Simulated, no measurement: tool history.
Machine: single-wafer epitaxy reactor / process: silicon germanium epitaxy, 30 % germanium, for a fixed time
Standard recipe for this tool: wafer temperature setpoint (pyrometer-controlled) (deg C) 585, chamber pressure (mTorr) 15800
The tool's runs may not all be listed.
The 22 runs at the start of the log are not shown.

run   hour  wafer temperature setpoint (pyrometer-controlled) (deg C)  chamber pressure (mTorr)  wafers since the last listed run  hours since the last pyrometer calibration  hours since the last manometer calibration  hours since the showerhead was replaced  hours since the gauge calibration  read-back reference wafer on the same gauge, thickness_nm  mean film thickness on the monitor wafer (angstrom)
 23  485.9                                                        598                     15800                               307                                      2970.5                                        98.7                                    248.7                               21.0                                                     43.914                                               695.38
 24  508.4                                                        579                     18600                               416                                      2993.0                                       121.2                                    271.2                               43.5                                                     44.033                                               494.93
 25  536.5                                                        573                     15800                               520                                      3021.1                                       149.3                                    299.3                               71.6                                                     43.971                                               415.90
     547.2  -- pyrometer calibrated
 26  566.6                                                        580                     15800                               409                                        19.4                                       179.4                                    329.4                              101.7                                                     44.032                                               421.32
 27  593.9                                                        570                     12100                               505                                        46.7                                       206.7                                    356.7                              129.0                                                     44.027                                               316.58
 28  653.3                                                        585                     13000                              1100                                       106.1                                       266.1                                    416.1                              188.4                                                     43.984                                               446.76
 29  684.0                                                        585                     15800                               568                                       136.8                                       296.8                                    446.8                              219.1                                                     43.999                                               475.45
 30  702.9                                                        585                     19500                               350                                       155.7                                       315.7                                    465.7                              238.0                                                     43.992                                               503.04

Alternative continuations, all from the tool just after run 30; predict every row:
  A  703.3                                                        579                     15800                                 7                                       156.1                                       316.1                                    466.1                              238.4                                                          ?                                                    ?
  B  703.3                                                        590                     19400                                 7                                       156.1                                       316.1                                    466.1                              238.4                                                          ?                                                    ?
  C  703.3                                                        591                     15800                                 7                                       156.1                                       316.1                                    466.1                              238.4                                                          ?                                                    ?
  D  703.3                                                        585                     13800                                 7                                       156.1                                       316.1                                    466.1                              238.4                                                          ?                                                    ?

run  read-back reference wafer on the same gauge, thickness_nm  mean film thickness on the monitor wafer (angstrom)
  A                                                     44.024                                               417.27
  B                                                     44.024                                               560.31
  C                                                     44.024                                               536.99
  D                                                     44.024                                               455.25
Without the tool's hidden state the same runs would have given:
run  mean film thickness on the monitor wafer (angstrom)
  A                                               411.18
  B                                               552.36
  C                                               529.39
  D                                               448.71
